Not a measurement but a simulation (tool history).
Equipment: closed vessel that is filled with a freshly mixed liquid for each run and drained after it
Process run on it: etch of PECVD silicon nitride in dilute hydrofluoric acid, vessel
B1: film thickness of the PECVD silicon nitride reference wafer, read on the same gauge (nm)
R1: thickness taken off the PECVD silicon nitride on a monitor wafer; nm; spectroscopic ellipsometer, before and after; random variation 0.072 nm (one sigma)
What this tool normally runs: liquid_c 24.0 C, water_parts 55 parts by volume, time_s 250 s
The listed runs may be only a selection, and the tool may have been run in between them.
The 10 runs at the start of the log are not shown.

Run 11, hour 130.4: usual settings but liquid_c 28.5 C, water_parts 70 parts by volume, time_s 120 s; B1 100.02. Result: R1 5.22 nm.
At hour 139.4: hydrofluoric acid flow meter replaced.
Run 12, hour 139.9: usual settings but water_parts 65 parts by volume, time_s 400 s; B1 100.00. Result: R1 13.70 nm.
Run 13, hour 155.4: usual settings but water_parts 30 parts by volume; B1 100.03. Result: R1 18.25 nm.
Run 14, hour 173.1: usual settings but liquid_c 27.5 C, water_parts 70 parts by volume, time_s 190 s; B1 100.00. Result: R1 7.65 nm.
At hour 185.3: thermometer replaced.
Run 15, hour 185.8: usual settings but time_s 125 s; B1 100.00. Result: R1 5.07 nm.
Run 16, hour 195.2: usual settings; B1 100.02. Result: R1 10.04 nm.
Run 17, hour 202.0: usual settings but time_s 360 s; B1 100.01. Result: R1 14.41 nm.
Run 18, hour 217.2: usual settings but liquid_c 27.0 C; B1 99.96. Result: R1 12.32 nm.
Run 19, hour 227.1: usual settings but liquid_c 29.0 C, water_parts 70 parts by volume, time_s 360 s; B1 100.02. Result: R1 15.87 nm.
Run 20, hour 236.9: usual settings; B1 100.03. Result: R1 10.02 nm.
At hour 249.2: gauge calibrated.
Run 21, hour 254.0: usual settings but liquid_c 22.5 C, time_s 105 s; B1 99.99. Result: R1 3.80 nm.
Run 22, hour 269.4: usual settings but liquid_c 21.5 C, water_parts 40 parts by volume, time_s 370 s; B1 99.99. Result: R1 17.28 nm.
Run 23, hour 285.7: usual settings but water_parts 35 parts by volume, time_s 180 s; B1 100.04. Result: R1 11.40 nm.
Run 24, hour 295.8: usual settings but liquid_c 28.0 C, time_s 175 s; B1 99.97. Result: R1 9.24 nm.

Run 25, settings as shown, results not yet in. Your forecast:
Run 25, hour 308.6: usual settings but liquid_c 29.0 C; B1 ?. Result: R1 ?.

Run 25 produced B1 100.00, R1 13.97 nm.
Were there no unlogged condition in the tool, this run, its random variation unchanged, would have produced R1 13.97 nm.

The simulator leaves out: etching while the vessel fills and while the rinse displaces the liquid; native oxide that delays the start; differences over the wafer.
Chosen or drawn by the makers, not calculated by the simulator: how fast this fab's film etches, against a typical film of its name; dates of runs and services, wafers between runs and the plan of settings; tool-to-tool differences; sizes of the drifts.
